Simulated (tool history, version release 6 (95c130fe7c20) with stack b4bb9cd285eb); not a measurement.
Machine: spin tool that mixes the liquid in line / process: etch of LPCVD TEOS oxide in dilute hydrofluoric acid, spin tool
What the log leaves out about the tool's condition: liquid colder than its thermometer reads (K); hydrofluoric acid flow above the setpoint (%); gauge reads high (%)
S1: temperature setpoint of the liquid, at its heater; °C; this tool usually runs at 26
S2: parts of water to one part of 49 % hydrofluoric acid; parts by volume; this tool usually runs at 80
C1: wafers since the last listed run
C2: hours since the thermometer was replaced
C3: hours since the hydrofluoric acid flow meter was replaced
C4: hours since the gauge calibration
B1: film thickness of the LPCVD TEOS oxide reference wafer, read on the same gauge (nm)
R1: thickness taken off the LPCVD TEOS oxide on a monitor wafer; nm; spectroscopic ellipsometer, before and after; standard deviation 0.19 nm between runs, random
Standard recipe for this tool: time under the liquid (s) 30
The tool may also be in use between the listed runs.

{"run": 1, "hour": 0.0, "S1": 26, "S2": 80, "time under the liquid (s)": 30, "C1": 0, "C2": 2258.2, "C3": 124.6, "C4": 248.3, "B1": 150, "R1": 23.98}
{"run": 2, "hour": 47.3, "S1": 26, "S2": 80, "time under the liquid (s)": 30, "C1": 739, "C2": 2305.5, "C3": 171.9, "C4": 295.6, "B1": 149.99, "R1": 23.73}
{"run": 3, "hour": 135.1, "S1": 26, "S2": 80, "time under the liquid (s)": 30, "C1": 1372, "C2": 2393.3, "C3": 259.7, "C4": 383.4, "B1": 149.98, "R1": 23.78}
{"run": 4, "hour": 191.2, "S1": 26, "S2": 80, "time under the liquid (s)": 30, "C1": 876, "C2": 2449.4, "C3": 315.8, "C4": 439.5, "B1": 150.02, "R1": 23.4}
{"run": 5, "hour": 257.4, "S1": 26, "S2": 80, "time under the liquid (s)": 30, "C1": 1034, "C2": 2515.6, "C3": 382, "C4": 505.7, "B1": 149.96, "R1": 23.54}
{"run": 6, "hour": 287.9, "S1": 26, "S2": 80, "time under the liquid (s)": 30, "C1": 476, "C2": 2546.1, "C3": 412.5, "C4": 536.2, "B1": 150.07, "R1": 23.49}
{"run": 7, "hour": 331.0, "S1": 26, "S2": 80, "time under the liquid (s)": 30, "C1": 673, "C2": 2589.2, "C3": 455.6, "C4": 579.3, "B1": 149.98, "R1": 23.2}
{"hour": 350.8, "done": "hydrofluoric acid flow meter replaced"}
{"run": 8, "hour": 392.6, "S1": 26, "S2": 80, "time under the liquid (s)": 30, "C1": 947, "C2": 2650.8, "C3": 41.8, "C4": 640.9, "B1": 150.01, "R1": 23.5}
{"hour": 398.6, "done": "gauge calibrated"}
{"run": 9, "hour": 434.4, "S1": 26, "S2": 80, "time under the liquid (s)": 30, "C1": 653, "C2": 2692.6, "C3": 83.6, "C4": 35.8, "B1": 149.95, "R1": 23.24}
{"run": 10, "hour": 496.7, "S1": 22.5, "S2": 105, "time under the liquid (s)": 30, "C1": 973, "C2": 2754.9, "C3": 145.9, "C4": 98.1, "B1": 149.99, "R1": 14.8}
{"run": 11, "hour": 561.9, "S1": 26, "S2": 80, "time under the liquid (s)": 30, "C1": 1019, "C2": 2820.1, "C3": 211.1, "C4": 163.3, "B1": 149.99, "R1": 22.94}
{"run": 12, "hour": 628.9, "S1": 26, "S2": 80, "time under the liquid (s)": 30, "C1": 1047, "C2": 2887.1, "C3": 278.1, "C4": 230.3, "B1": 150.02, "R1": 23.41}
{"run": 13, "hour": 665.9, "S1": 28.5, "S2": 80, "time under the liquid (s)": 30, "C1": 578, "C2": 2924.1, "C3": 315.1, "C4": 267.3, "B1": 150.01, "R1": 25.6}
{"run": 14, "hour": 695.9, "S1": 24.5, "S2": 40, "time under the liquid (s)": 20, "C1": 468, "C2": 2954.1, "C3": 345.1, "C4": 297.3, "B1": 149.99, "R1": 30.21}
{"hour": 708.2, "done": "thermometer replaced"}
{"run": 15, "hour": 727.3, "S1": 24.5, "S2": 95, "time under the liquid (s)": 30, "C1": 475, "C2": 19.1, "C3": 376.5, "C4": 328.7, "B1": 150.02, "R1": 19.95}
{"hour": 743.5, "done": "hydrofluoric acid flow meter replaced"}
{"run": 16, "hour": 756.3, "S1": 26, "S2": 80, "time under the liquid (s)": 30, "C1": 437, "C2": 48.1, "C3": 12.8, "C4": 357.7, "B1": 150.01, "R1": 25.9}
{"run": 17, "hour": 805.7, "S1": 23, "S2": 115, "time under the liquid (s)": 15, "C1": 772, "C2": 97.5, "C3": 62.2, "C4": 407.1, "B1": 149.97, "R1": 7.64}
{"run": 18, "hour": 870.5, "S1": 26, "S2": 80, "time under the liquid (s)": 20, "C1": 1012, "C2": 162.3, "C3": 127, "C4": 471.9, "B1": 149.96, "R1": 17.31}
{"run": 19, "hour": 921.4, "S1": 26, "S2": 80, "time under the liquid (s)": 30, "C1": 795, "C2": 213.2, "C3": 177.9, "C4": 522.8, "B1": 149.99, "R1": 25.86}
{"run": 20, "hour": 977.4, "S1": 30.5, "S2": 110, "time under the liquid (s)": 30, "C1": 875, "C2": 269.2, "C3": 233.9, "C4": 578.8, "B1": 149.99, "R1": 21.45}

Expected results for the next run?
{"run": 21, "hour": 1043.6, "S1": 29, "S2": 120, "time under the liquid (s)": 15, "C1": 1034, "C2": 335.4, "C3": 300.1, "C4": 645, "B1": "?", "R1": "?"}

{"run 21": {"B1": 150.01, "R1": 9.07}}
On a tool with no hidden condition, and with the same random variation, this run would have come out at R1 9.17 nm.

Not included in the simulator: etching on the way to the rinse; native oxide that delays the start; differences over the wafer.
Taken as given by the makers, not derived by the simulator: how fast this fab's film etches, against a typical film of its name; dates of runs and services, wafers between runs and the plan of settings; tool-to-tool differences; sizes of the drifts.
